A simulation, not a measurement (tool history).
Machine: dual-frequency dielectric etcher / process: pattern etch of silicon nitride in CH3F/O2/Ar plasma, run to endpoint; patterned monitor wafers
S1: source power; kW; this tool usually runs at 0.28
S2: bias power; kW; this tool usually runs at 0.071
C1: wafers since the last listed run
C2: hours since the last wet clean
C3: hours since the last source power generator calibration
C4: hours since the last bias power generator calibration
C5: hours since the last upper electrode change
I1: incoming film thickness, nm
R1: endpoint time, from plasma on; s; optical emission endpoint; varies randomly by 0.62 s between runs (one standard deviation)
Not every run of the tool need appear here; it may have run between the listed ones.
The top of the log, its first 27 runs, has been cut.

run    hour    S1     S2   C1     C2     C3     C4      C5     I1    R1
 28  1378.7  0.28  0.071  378   93.6  129.6  184.7   715.8   42.1  75.2
 29  1415.2   0.3  0.055  299  130.1  166.1  221.2   752.3   41.9  77.5
 30  1461.8  0.24  0.089  382  176.7  212.7  267.8   798.9  42.02  72.4
 31  1494.6  0.35  0.071  268  209.5  245.5  300.6   831.7  41.56  67.9
 32  1533.8  0.35  0.079  321  248.7  284.7  339.8   870.9  41.91    68
 33  1597.8  0.21  0.078  524  312.7  348.7  403.8   934.9  41.68  77.5
 34    1657  0.25  0.077  485  371.9  407.9    463   994.1  42.27  77.4
 35    1696  0.22  0.085  319  410.9  446.9    502  1033.1   42.3  76.7

3 ways to go on from here, each from the tool as it stands after run 35. What would each give?
  A  1696.4  0.28  0.071   3  411.3  447.3  502.4  1033.5  42.15   ?
  B  1696.4  0.33  0.064   3  411.3  447.3  502.4  1033.5  42.15   ?
  C  1696.4  0.34  0.064   3  411.3  447.3  502.4  1033.5  42.15   ?

run    R1
  A    76
  B  74.7
  C    74
Take away the tool's hidden state, keep each run's random variation, and the runs would have read:
run    R1
  A  74.1
  B  72.8
  C  72.2

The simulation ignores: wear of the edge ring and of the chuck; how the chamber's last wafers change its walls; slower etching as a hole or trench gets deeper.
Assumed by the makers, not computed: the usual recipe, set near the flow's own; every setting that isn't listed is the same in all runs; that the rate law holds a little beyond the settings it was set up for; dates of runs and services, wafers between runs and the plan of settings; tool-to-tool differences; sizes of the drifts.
